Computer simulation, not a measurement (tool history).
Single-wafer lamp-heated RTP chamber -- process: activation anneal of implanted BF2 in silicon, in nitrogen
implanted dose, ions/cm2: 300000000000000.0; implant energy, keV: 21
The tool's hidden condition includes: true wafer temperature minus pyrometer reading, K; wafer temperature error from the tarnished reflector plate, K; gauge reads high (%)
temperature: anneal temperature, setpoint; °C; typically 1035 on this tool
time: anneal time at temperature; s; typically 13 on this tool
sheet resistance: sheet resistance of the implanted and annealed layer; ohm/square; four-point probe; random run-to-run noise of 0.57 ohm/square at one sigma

| run | hour | temperature | time | wafers since the last listed run | wafers since the last pyrometer calibration | wafers since the reflector plate was cleaned | hours since the gauge calibration | read-back reference wafer on the same gauge, sheet resistance | sheet resistance |
|---|---|---|---|---|---|---|---|---|---|
| 1 | 0.0 | 1035 | 16 | 0 | 3616 | 969 | 303.1 | 439.50 | 377.85 |
| 2 | 28.0 | 1035 | 16 | 421 | 4037 | 1390 | 331.1 | 439.44 | 377.56 |
|  | 53.8 | pyrometer window cleaned and pyrometer calibrated |
| 3 | 115.7 | 1035 | 13 | 1198 | 930 | 2589 | 418.8 | 440.01 | 380.54 |
| 4 | 141.4 | 1035 | 7 | 386 | 1317 | 2975 | 444.5 | 440.21 | 383.16 |
| 5 | 167.1 | 1035 | 7 | 386 | 1703 | 3362 | 470.2 | 440.18 | 382.81 |
| 6 | 185.8 | 1035 | 7 | 281 | 1984 | 3643 | 488.9 | 440.33 | 382.51 |
|  | 196.7 | reflector plate cleaned |
| 7 | 199.5 | 1035 | 13 | 85 | 2070 | 41 | 502.6 | 440.15 | 379.29 |
| 8 | 222.5 | 1035 | 13 | 345 | 2416 | 387 | 525.6 | 440.65 | 379.56 |
| 9 | 240.1 | 1035 | 13 | 264 | 2681 | 652 | 543.2 | 440.46 | 380.04 |
| 10 | 273.4 | 1035 | 13 | 500 | 3181 | 1153 | 576.5 | 440.38 | 379.89 |
| 11 | 302.9 | 1035 | 13 | 443 | 3625 | 1596 | 606.0 | 440.37 | 379.78 |
| 12 | 323.8 | 1048 | 13 | 314 | 3939 | 1911 | 626.9 | 440.53 | 379.85 |
| 13 | 338.9 | 1048 | 13 | 227 | 4166 | 2138 | 642.0 | 440.62 | 378.94 |
| 14 | 360.2 | 1048 | 13 | 320 | 4487 | 2458 | 663.3 | 440.38 | 379.77 |
| 15 | 381.4 | 1035 | 15 | 318 | 4806 | 2777 | 684.5 | 440.76 | 379.57 |
|  | 393.0 | pyrometer window cleaned and pyrometer calibrated |
| 16 | 412.2 | 1035 | 15 | 342 | 288 | 3120 | 715.3 | 440.76 | 378.24 |
| 17 | 436.0 | 1022 | 13 | 357 | 646 | 3478 | 739.1 | 440.76 | 381.01 |
| 18 | 467.2 | 1022 | 13 | 469 | 1115 | 3947 | 770.3 | 441.01 | 380.36 |
|  | 495.4 | reflector plate cleaned |
| 19 | 495.9 | 1014 | 8 | 311 | 1427 | 7 | 799.0 | 440.60 | 381.95 |
| 20 | 508.9 | 1026 | 19 | 195 | 1622 | 202 | 812.0 | 440.68 | 379.04 |
| 21 | 521.7 | 1056 | 15 | 192 | 1815 | 395 | 824.8 | 440.70 | 377.39 |
| 22 | 552.7 | 1035 | 7 | 466 | 2281 | 861 | 855.8 | 440.76 | 382.51 |
| 23 | 569.5 | 1010 | 11 | 252 | 2533 | 1114 | 872.6 | 440.78 | 380.80 |
| 24 | 588.5 | 1061 | 13 | 285 | 2819 | 1399 | 891.6 | 440.99 | 377.71 |
| 25 | 609.3 | 1055 | 11 | 312 | 3132 | 1712 | 912.4 | 440.94 | 379.63 |
| 26 | 628.0 | 1035 | 9 | 281 | 3413 | 1994 | 931.1 | 440.78 | 383.62 |
| 27 | 643.5 | 1035 | 18 | 233 | 3646 | 2227 | 946.6 | 440.96 | 379.13 |
| 28 | 670.5 | 1013 | 7 | 406 | 4052 | 2633 | 973.6 | 440.73 | 383.22 |
|  | 696.7 | gauge calibrated |
|  | 698.1 | pyrometer window cleaned and pyrometer calibrated |
| 29 | 705.1 | 1062 | 6 | 400 | 105 | 3033 | 8.4 | 436.97 | 379.00 |
| 30 | 719.4 | 1063 | 10 | 215 | 320 | 3248 | 22.7 | 436.98 | 377.73 |
| 31 | 749.1 | 1022 | 13 | 446 | 767 | 3694 | 52.4 | 437.62 | 377.53 |
| 32 | 773.0 | 1035 | 16 | 359 | 1126 | 4054 | 76.3 | 437.78 | 375.21 |
|  | 798.7 | reflector plate cleaned |
| 33 | 803.9 | 1035 | 8 | 344 | 1471 | 77 | 107.2 | 438.32 | 380.12 |
| 34 | 836.3 | 1058 | 9 | 487 | 1958 | 565 | 139.6 | 438.62 | 379.00 |
| 35 | 852.6 | 1056 | 10 | 245 | 2203 | 810 | 155.9 | 438.77 | 378.76 |
| 36 | 869.4 | 1018 | 19 | 252 | 2456 | 1062 | 172.7 | 438.99 | 378.05 |
| 37 | 886.9 | 1035 | 13 | 263 | 2719 | 1326 | 190.2 | 439.30 | 379.42 |

Below are 4 alternative next runs, each starting from the tool's condition after run 37. Predict each:
| A | 887.3 | 1035 | 13 | 6 | 2725 | 1332 | 190.6 | ? | ? |
| B | 887.3 | 1043 | 8 | 6 | 2725 | 1332 | 190.6 | ? | ? |
| C | 887.3 | 1055 | 19 | 6 | 2725 | 1332 | 190.6 | ? | ? |
| D | 887.3 | 1006 | 9 | 6 | 2725 | 1332 | 190.6 | ? | ? |

| run | read-back reference wafer on the same gauge, sheet resistance | sheet resistance |
|---|---|---|
| A | 438.98 | 378.34 |
| B | 438.98 | 380.46 |
| C | 438.98 | 372.94 |
| D | 438.98 | 380.36 |
Without the tool's hidden state the same runs would have given:
| run | sheet resistance |
|---|---|
| A | 376.54 |
| B | 378.66 |
| C | 371.17 |
| D | 378.55 |
